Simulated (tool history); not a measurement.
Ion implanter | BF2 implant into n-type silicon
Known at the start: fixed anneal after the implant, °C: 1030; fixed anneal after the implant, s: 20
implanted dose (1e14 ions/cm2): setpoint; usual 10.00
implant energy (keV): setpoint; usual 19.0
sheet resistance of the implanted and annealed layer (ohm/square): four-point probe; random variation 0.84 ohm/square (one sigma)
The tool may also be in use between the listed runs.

run   hour  implanted dose (1e14 ions/cm2)  implant energy (keV)  read-back reference wafer on the same gauge, sheet resistance  sheet resistance of the implanted and annealed layer (ohm/square)
  1    0.0                           10.00                  19.0                                                         183.14                                                             156.44
  2   11.0                           11.22                  19.0                                                         182.97                                                             149.13
  3   26.5                           11.22                  19.0                                                         182.92                                                             149.67
  4   37.4                           10.00                  19.0                                                         182.66                                                             156.78
  5   81.9                           10.00                  19.0                                                         182.83                                                             156.20
  6   98.2                           10.00                  19.0                                                         183.08                                                             155.87
  7  104.3                           10.00                  19.0                                                         183.42                                                             157.26
     113.0  -- Faraday cup replaced and dose calibrated
  8  116.3                           10.00                  19.0                                                         183.09                                                             156.10
  9  122.7                           10.00                  19.0                                                         182.66                                                             156.92
 10  131.4                           10.00                  19.0                                                         182.89                                                             155.99
 11  149.2                            7.01                  16.5                                                         183.07                                                             197.61
 12  160.4                           10.80                  12.5                                                         182.74                                                             171.39
     169.0  -- gauge calibrated
     176.2  -- extraction supply calibrated
 13  176.7                           10.00                  19.0                                                         183.05                                                             157.44
 14  187.6                           10.00                  19.0                                                         182.77                                                             155.77
 15  196.5                           10.00                  19.0                                                         182.65                                                             157.68
 16  203.5                           12.15                  15.5                                                         183.16                                                             154.33
 17  215.5                           10.00                  19.0                                                         183.17                                                             155.90
 18  225.7                           10.00                  21.0                                                         183.09                                                             151.96
 19  240.2                            8.16                  19.0                                                         183.14                                                             174.00

Forecast run 20:
 20  254.5                           11.47                  19.0                                                              ?                                                                  ?

Run 20 gave read-back reference wafer on the same gauge, sheet resistance 182.54, sheet resistance of the implanted and annealed layer (ohm/square) 146.98.
Without the tool's hidden state the same run would have given sheet resistance of the implanted and annealed layer (ohm/square) 146.98.

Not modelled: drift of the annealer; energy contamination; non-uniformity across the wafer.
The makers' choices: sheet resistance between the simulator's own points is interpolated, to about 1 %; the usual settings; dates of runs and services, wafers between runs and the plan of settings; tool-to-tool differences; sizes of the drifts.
